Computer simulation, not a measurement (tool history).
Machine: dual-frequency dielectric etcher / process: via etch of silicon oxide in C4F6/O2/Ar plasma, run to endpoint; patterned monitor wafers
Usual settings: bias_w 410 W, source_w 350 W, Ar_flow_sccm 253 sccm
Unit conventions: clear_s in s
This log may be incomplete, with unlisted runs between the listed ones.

run   hour  bias_w  source_w  Ar_flow_sccm  incoming incoming film thickness, nm  clear_s
  1    0.0     410       350           253                                 140.3     33.8
  2   15.6     410       350           253                                 140.8     34.1
  3   22.9     410       350           253                                 140.0     34.1
  4   37.9     379       350           253                                 141.4     35.0
  5   50.6     410       350           253                                 141.2     34.5
  6   60.7     410       350           253                                 141.0     34.3
  7   75.9     410       350           253                                 140.0     33.9
      99.7  -- Ar flow controller replaced
     109.8  -- wet clean of the chamber
  8  110.3     476       350           253                                 139.9     32.3
  9  110.7     476       350           253                                 141.2     32.6
 10  112.5     410       350           253                                 138.1     33.7
 11  120.6     410       350           195                                 140.3     33.5
     131.1  -- bias power generator calibrated
 12  135.9     410       410           253                                 141.2     32.2
     169.2  -- upper electrode replaced
 13  169.7     349       280           223                                 139.6     38.7
 14  170.0     410       350           253                                 140.2     34.2
 15  172.5     410       350           272                                 141.7     34.8
     181.5  -- source power generator calibrated
 16  182.0     410       350           253                                 140.5     34.1
 17  188.2     410       350           253                                 140.2     34.0
 18  198.8     410       350           253                                 140.1     34.0
 19  204.8     410       260           220                                 140.5     38.3
 20  221.4     511       350           253                                 140.6     32.1
 21  235.3     456       320           253                                 141.1     34.3

For each run, what was the tool's unlogged condition?
etch rate over this chamber's usual, %: 0 on each run
bias power that arrives over what is set, %: 0 on each run
source power that arrives over what is set, %: 0 on each run
Ar flow that arrives over what is set, %: 0 on each run

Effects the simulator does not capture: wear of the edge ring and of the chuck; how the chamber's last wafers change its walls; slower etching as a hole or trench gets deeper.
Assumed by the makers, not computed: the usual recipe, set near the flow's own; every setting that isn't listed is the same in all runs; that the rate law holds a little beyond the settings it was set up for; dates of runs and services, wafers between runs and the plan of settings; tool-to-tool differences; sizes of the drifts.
